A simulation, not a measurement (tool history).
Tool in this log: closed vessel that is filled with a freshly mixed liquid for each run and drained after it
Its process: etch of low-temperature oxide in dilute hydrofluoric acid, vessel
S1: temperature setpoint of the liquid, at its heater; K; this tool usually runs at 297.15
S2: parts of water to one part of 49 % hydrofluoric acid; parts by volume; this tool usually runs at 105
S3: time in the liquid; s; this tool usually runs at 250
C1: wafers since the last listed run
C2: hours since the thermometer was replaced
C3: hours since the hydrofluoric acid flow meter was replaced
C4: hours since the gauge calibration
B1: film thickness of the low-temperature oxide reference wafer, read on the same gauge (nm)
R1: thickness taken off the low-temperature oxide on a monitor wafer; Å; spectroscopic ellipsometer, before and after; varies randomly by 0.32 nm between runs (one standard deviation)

run    hour      S1   S2   S3     C1      C2      C3      C4      B1      R1
  1     0.0  297.15  105  250      0  1773.2   907.4    35.2  130.02   453.7
  2    64.2  297.15  105  250   6177  1837.4   971.6    99.4  130.01   458.4
  3   100.5  297.15  105  250   3493  1873.7  1007.9   135.7  130.01   451.2
  4   171.6  297.15  105  250   6841  1944.8  1079.0   206.8  130.00   454.3
  5   225.8  297.15  105  250   5215  1999.0  1133.2   261.0  130.00   450.2
  6   263.8  297.15  105  250   3656  2037.0  1171.2   299.0  130.01   449.5
  7   315.9  297.15  105  250   5013  2089.1  1223.3   351.1  129.99   450.1
      360.9  -- thermometer replaced
      369.4  -- hydrofluoric acid flow meter replaced
  8   382.9  297.15  105  250   6254    22.0    13.5   418.1  130.00   512.1
  9   427.5  297.15  105  290   4291    66.6    58.1   462.7  130.02   602.3
 10   479.7  297.15  105  290   5023   118.8   110.3   514.9  129.99   594.8
 11   538.4  302.15   60  250   5648   177.5   169.0   573.6  130.01  1149.5
 12   675.4  297.15  105  250  13183   314.5   306.0   710.6  129.99   498.6
 13   725.3  297.15  105  250   4801   364.4   355.9   760.5  130.00   499.1
 14   845.0  295.15  105  315  11518   484.1   475.6   880.2  130.01   575.4
 15   878.1  297.15  105  250   3185   517.2   508.7   913.3  129.99   492.5
 16   947.7  292.65   65  335   6697   586.8   578.3   982.9  130.01   921.8
 17  1017.4  302.15  120  350   6707   656.5   648.0  1052.6  130.01   704.8
 18  1078.0  297.15   90  250   5831   717.1   708.6  1113.2  129.99   576.0
 19  1113.7  297.15  105  250   3435   752.8   744.3  1148.9  130.01   483.8
     1134.4  -- gauge calibrated
 20  1184.0  300.65   75  330   6764   823.1   814.6    49.6  129.99  1056.8
 21  1210.6  297.15  105  250   2559   849.7   841.2    76.2  130.02   477.9
 22  1241.4  294.65  145  250   2963   880.5   872.0   107.0  130.02   296.8
 23  1277.9  300.65  105  250   3512   917.0   908.5   143.5  129.99   539.8
 24  1326.8  297.15  105  250   4705   965.9   957.4   192.4  129.99   469.7
 25  1354.9  297.15  105  250   2704   994.0   985.5   220.5  129.98   470.0
 26  1393.5  295.65   65  355   3714  1032.6  1024.1   259.1  130.00  1066.5
 27  1463.4  299.65   90  250   6726  1102.5  1094.0   329.0  129.98   611.0
 28  1625.6  297.15  105  250  15608  1264.7  1256.2   491.2  130.02   453.9
 29  1668.5  298.65  135  305   4128  1307.6  1299.1   534.1  129.99   436.8
 30  1693.3  297.15  125  250   2386  1332.4  1323.9   558.9  130.01   370.1
 31  1724.2  297.15  105  320   2973  1363.3  1354.8   589.8  129.99   577.5
 32  1763.9  297.15   75  395   3820  1403.0  1394.5   629.5  129.99  1042.9
 33  1801.6  297.15  150  250   3627  1440.7  1432.2   667.2  130.00   297.4

Forecast each of these 3 alternatives for the next run:
  A  1802.3  297.15  105  250  67  1441.4  1432.9  667.9   ?   ?
  B  1802.3  293.15  135  320  67  1441.4  1432.9  667.9   ?   ?
  C  1802.3  297.15  150  355  67  1441.4  1432.9  667.9   ?   ?

run      B1     R1
  A  129.99  449.6
  B  129.99  368.1
  C  129.99  423.1
The same runs, with their run-to-run variation unchanged, on a tool lacking any hidden condition would have given:
run     R1
  A  524.6
  B  430.5
  C  494.5
